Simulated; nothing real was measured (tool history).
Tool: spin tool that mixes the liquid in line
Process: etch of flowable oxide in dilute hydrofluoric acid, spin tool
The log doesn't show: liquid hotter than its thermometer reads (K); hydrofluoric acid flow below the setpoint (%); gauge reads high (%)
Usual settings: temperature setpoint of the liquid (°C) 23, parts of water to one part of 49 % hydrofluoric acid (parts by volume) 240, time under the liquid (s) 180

| run | day | temperature setpoint of the liquid (°C) | parts of water to one part of 49 % hydrofluoric acid (parts by volume) | time under the liquid (s) | wafers since the last listed run | hours since the thermometer was replaced | hours since the hydrofluoric acid flow meter was replaced | hours since the gauge calibration | read-back film thickness of the flowable oxide reference wafer, read on the same gauge (nm) | thickness taken off the flowable oxide on a monitor wafer (angstrom) |
|---|---|---|---|---|---|---|---|---|---|---|
| 1 | 0 | 23 | 240 | 180 | 0 | 511.9 | 121.6 | 524.2 | 150.03 | 281.6 |
| 2 | 2.538 | 23 | 240 | 180 | 304 | 572.8 | 182.5 | 585.1 | 150.04 | 284.2 |
| 3 | 5.462 | 23 | 240 | 180 | 350 | 643 | 252.7 | 655.3 | 150 | 284.3 |
| 4 | 8.917 | 23 | 240 | 180 | 414 | 725.9 | 335.6 | 738.2 | 150.02 | 285.7 |
|  | 9.267 | thermometer replaced |
| 5 | 10.612 | 23 | 240 | 180 | 198 | 32.3 | 376.3 | 778.9 | 150 | 268.7 |
| 6 | 13.079 | 23 | 240 | 180 | 295 | 91.5 | 435.5 | 838.1 | 150 | 272.2 |
| 7 | 17.362 | 23 | 240 | 180 | 513 | 194.3 | 538.3 | 940.9 | 149.97 | 273.7 |
| 8 | 20.954 | 23 | 240 | 180 | 430 | 280.5 | 624.5 | 1027.1 | 150 | 275.5 |
| 9 | 22.771 | 23 | 150 | 180 | 217 | 324.1 | 668.1 | 1070.7 | 150.01 | 488 |
| 10 | 27.058 | 27 | 240 | 180 | 513 | 427 | 771 | 1173.6 | 150.01 | 324.3 |
| 11 | 28.925 | 27 | 240 | 180 | 223 | 471.8 | 815.8 | 1218.4 | 150.01 | 323 |
| 12 | 32.908 | 23 | 240 | 235 | 477 | 567.4 | 911.4 | 1314 | 150.04 | 367.6 |
|  | 34.521 | hydrofluoric acid flow meter replaced |
| 13 | 36.042 | 23 | 180 | 180 | 370 | 642.6 | 36.5 | 1389.2 | 149.99 | 401.7 |
| 14 | 39.15 | 23 | 180 | 180 | 372 | 717.2 | 111.1 | 1463.8 | 150 | 412 |
| 15 | 40.829 | 23 | 320 | 255 | 201 | 757.5 | 151.4 | 1504.1 | 150.03 | 280.1 |
|  | 42.846 | thermometer replaced |
| 16 | 44.333 | 23 | 240 | 265 | 415 | 35.7 | 235.5 | 1588.2 | 150.01 | 397.2 |
| 17 | 47.858 | 19 | 295 | 145 | 422 | 120.3 | 320.1 | 1672.8 | 150 | 147.9 |
| 18 | 50.308 | 23 | 290 | 180 | 293 | 179.1 | 378.9 | 1731.6 | 150.02 | 215.6 |
|  | 54.404 | gauge calibrated |
| 19 | 54.646 | 26 | 240 | 245 | 519 | 283.2 | 483 | 5.8 | 149.99 | 419.8 |
| 20 | 66.871 | 23 | 240 | 180 | 1465 | 576.6 | 776.4 | 299.2 | 149.99 | 286.6 |
|  | 69.796 | hydrofluoric acid flow meter replaced |
|  | 71.608 | thermometer replaced |
| 21 | 78.346 | 23 | 240 | 180 | 1365 | 161.7 | 205.2 | 574.6 | 150.01 | 273.1 |
| 22 | 82.308 | 23 | 240 | 180 | 475 | 256.8 | 300.3 | 669.7 | 150.01 | 279.5 |
| 23 | 84.496 | 18.5 | 240 | 180 | 262 | 309.3 | 352.8 | 722.2 | 150.01 | 236.1 |
| 24 | 86.592 | 23 | 240 | 180 | 251 | 359.6 | 403.1 | 772.5 | 150.02 | 281.9 |
| 25 | 88.462 | 21 | 240 | 255 | 224 | 404.5 | 448 | 817.4 | 150.04 | 372.2 |
| 26 | 90.5 | 23 | 240 | 180 | 244 | 453.4 | 496.9 | 866.3 | 150.01 | 283.8 |
| 27 | 92.533 | 27.5 | 135 | 245 | 243 | 502.2 | 545.7 | 915.1 | 149.98 | 913.7 |
| 28 | 94.892 | 23 | 240 | 180 | 282 | 558.8 | 602.3 | 971.7 | 150 | 285.3 |
| 29 | 96.567 | 19 | 315 | 120 | 200 | 599 | 642.5 | 1011.9 | 149.99 | 118 |
| 30 | 99.062 | 27 | 240 | 180 | 299 | 658.9 | 702.4 | 1071.8 | 149.97 | 330.6 |
| 31 | 101.254 | 23 | 240 | 80 | 262 | 711.5 | 755 | 1124.4 | 150.02 | 129.7 |
| 32 | 103.496 | 27.5 | 240 | 180 | 268 | 765.3 | 808.8 | 1178.2 | 150.01 | 340.7 |

5 ways to go on from here, each from the tool as it stands after run 32. What would each give?
| A | 103.517 | 28 | 240 | 180 | 2 | 765.8 | 809.3 | 1178.7 | ? | ? |
| B | 103.517 | 18.5 | 190 | 140 | 2 | 765.8 | 809.3 | 1178.7 | ? | ? |
| C | 103.517 | 25.5 | 125 | 225 | 2 | 765.8 | 809.3 | 1178.7 | ? | ? |
| D | 103.517 | 23 | 205 | 95 | 2 | 765.8 | 809.3 | 1178.7 | ? | ? |
| E | 103.517 | 24.5 | 210 | 215 | 2 | 765.8 | 809.3 | 1178.7 | ? | ? |

| run | read-back film thickness of the flowable oxide reference wafer, read on the same gauge (nm) | thickness taken off the flowable oxide on a monitor wafer (angstrom) |
|---|---|---|
| A | 149.97 | 340 |
| B | 149.97 | 250.5 |
| C | 149.97 | 859.8 |
| D | 149.97 | 183.6 |
| E | 149.97 | 425.7 |
Without the tool's hidden state the same runs would have given:
| run | thickness taken off the flowable oxide on a monitor wafer (angstrom) |
|---|---|
| A | 316.9 |
| B | 230.9 |
| C | 794.5 |
| D | 170 |
| E | 394.9 |
